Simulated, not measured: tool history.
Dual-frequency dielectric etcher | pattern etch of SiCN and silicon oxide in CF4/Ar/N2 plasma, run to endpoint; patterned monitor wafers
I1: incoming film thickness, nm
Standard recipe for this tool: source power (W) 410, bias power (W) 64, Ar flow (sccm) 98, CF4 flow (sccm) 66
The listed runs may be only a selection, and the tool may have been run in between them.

{"run": 1, "hour": 0.0, "source power (W)": 410, "bias power (W)": 64, "Ar flow (sccm)": 98, "CF4 flow (sccm)": 66, "I1": 10.31, "endpoint time (s)": 14.7}
{"run": 2, "hour": 14.7, "source power (W)": 410, "bias power (W)": 64, "Ar flow (sccm)": 98, "CF4 flow (sccm)": 66, "I1": 10.31, "endpoint time (s)": 14.6}
{"run": 3, "hour": 33.7, "source power (W)": 410, "bias power (W)": 64, "Ar flow (sccm)": 98, "CF4 flow (sccm)": 66, "I1": 10.3, "endpoint time (s)": 14.6}
{"run": 4, "hour": 69.1, "source power (W)": 410, "bias power (W)": 64, "Ar flow (sccm)": 98, "CF4 flow (sccm)": 66, "I1": 10.42, "endpoint time (s)": 14.7}
{"run": 5, "hour": 129.5, "source power (W)": 410, "bias power (W)": 64, "Ar flow (sccm)": 98, "CF4 flow (sccm)": 66, "I1": 10.47, "endpoint time (s)": 14.9}
{"hour": 136.2, "done": "CF4 flow controller replaced"}
{"run": 6, "hour": 154.7, "source power (W)": 410, "bias power (W)": 64, "Ar flow (sccm)": 98, "CF4 flow (sccm)": 66, "I1": 10.41, "endpoint time (s)": 14.7}
{"run": 7, "hour": 184.2, "source power (W)": 470, "bias power (W)": 64, "Ar flow (sccm)": 98, "CF4 flow (sccm)": 66, "I1": 10.38, "endpoint time (s)": 13.5}
{"run": 8, "hour": 202.7, "source power (W)": 320, "bias power (W)": 48, "Ar flow (sccm)": 75, "CF4 flow (sccm)": 73, "I1": 10.41, "endpoint time (s)": 18.3}
{"hour": 256.8, "done": "upper electrode replaced"}
{"hour": 259.8, "done": "source power generator calibrated"}
{"run": 9, "hour": 260.3, "source power (W)": 350, "bias power (W)": 50, "Ar flow (sccm)": 118, "CF4 flow (sccm)": 71, "I1": 10.5, "endpoint time (s)": 18.4}
{"run": 10, "hour": 260.6, "source power (W)": 410, "bias power (W)": 77, "Ar flow (sccm)": 77, "CF4 flow (sccm)": 75, "I1": 10.34, "endpoint time (s)": 12.8}
{"run": 11, "hour": 272.2, "source power (W)": 410, "bias power (W)": 64, "Ar flow (sccm)": 98, "CF4 flow (sccm)": 66, "I1": 10.38, "endpoint time (s)": 14.6}
{"run": 12, "hour": 285.5, "source power (W)": 500, "bias power (W)": 64, "Ar flow (sccm)": 98, "CF4 flow (sccm)": 66, "I1": 10.46, "endpoint time (s)": 13.0}
{"run": 13, "hour": 361.2, "source power (W)": 410, "bias power (W)": 64, "Ar flow (sccm)": 98, "CF4 flow (sccm)": 66, "I1": 10.45, "endpoint time (s)": 14.6}
{"hour": 388.4, "done": "Ar flow controller replaced"}
{"hour": 392.2, "done": "wet clean of the chamber"}
{"run": 14, "hour": 392.7, "source power (W)": 450, "bias power (W)": 52, "Ar flow (sccm)": 98, "CF4 flow (sccm)": 66, "I1": 10.38, "endpoint time (s)": 15.3}
{"run": 15, "hour": 417.4, "source power (W)": 410, "bias power (W)": 64, "Ar flow (sccm)": 105, "CF4 flow (sccm)": 53, "I1": 10.34, "endpoint time (s)": 15.5}
{"run": 16, "hour": 438.8, "source power (W)": 470, "bias power (W)": 51, "Ar flow (sccm)": 98, "CF4 flow (sccm)": 66, "I1": 10.4, "endpoint time (s)": 15.0}
{"run": 17, "hour": 453.2, "source power (W)": 410, "bias power (W)": 64, "Ar flow (sccm)": 98, "CF4 flow (sccm)": 66, "I1": 10.38, "endpoint time (s)": 14.7}
{"run": 18, "hour": 467.6, "source power (W)": 410, "bias power (W)": 64, "Ar flow (sccm)": 115, "CF4 flow (sccm)": 66, "I1": 10.43, "endpoint time (s)": 15.1}
{"run": 19, "hour": 492.5, "source power (W)": 490, "bias power (W)": 64, "Ar flow (sccm)": 119, "CF4 flow (sccm)": 66, "I1": 10.3, "endpoint time (s)": 13.4}
{"run": 20, "hour": 522.1, "source power (W)": 410, "bias power (W)": 64, "Ar flow (sccm)": 98, "CF4 flow (sccm)": 76, "I1": 10.34, "endpoint time (s)": 14.2}
{"run": 21, "hour": 536.3, "source power (W)": 410, "bias power (W)": 64, "Ar flow (sccm)": 98, "CF4 flow (sccm)": 66, "I1": 10.33, "endpoint time (s)": 14.5}
{"run": 22, "hour": 565.8, "source power (W)": 410, "bias power (W)": 64, "Ar flow (sccm)": 98, "CF4 flow (sccm)": 66, "I1": 10.43, "endpoint time (s)": 14.7}
{"run": 23, "hour": 583.4, "source power (W)": 380, "bias power (W)": 78, "Ar flow (sccm)": 121, "CF4 flow (sccm)": 56, "I1": 10.43, "endpoint time (s)": 14.9}
{"run": 24, "hour": 597.5, "source power (W)": 500, "bias power (W)": 64, "Ar flow (sccm)": 98, "CF4 flow (sccm)": 75, "I1": 10.36, "endpoint time (s)": 12.7}

Run-by-run hidden state of the tool:
source power that arrives over what is set, %: 0 in every run
bias power that arrives over what is set, %: 0 in every run
Ar flow that arrives over what is set, %: 0 in every run
CF4 flow that arrives over what is set, %: 0 in every run
H1: etch rate over this chamber's usual, %
run=1 H1=0.123
run=2 H1=0.169
run=3 H1=0.228
run=4 H1=0.338
run=5 H1=0.526
run=6 H1=0.605
run=7 H1=0.697
run=8 H1=0.755
run=9 H1=0.934
run=10 H1=0.935
run=11 H1=0.971
run=12 H1=1.01
run=13 H1=1.25
run=14 H1=-0.136
run=15 H1=-0.0595
run=16 H1=0.00719
run=17 H1=0.0521
run=18 H1=0.0969
run=19 H1=0.175
run=20 H1=0.267
run=21 H1=0.311
run=22 H1=0.403
run=23 H1=0.458
run=24 H1=0.502
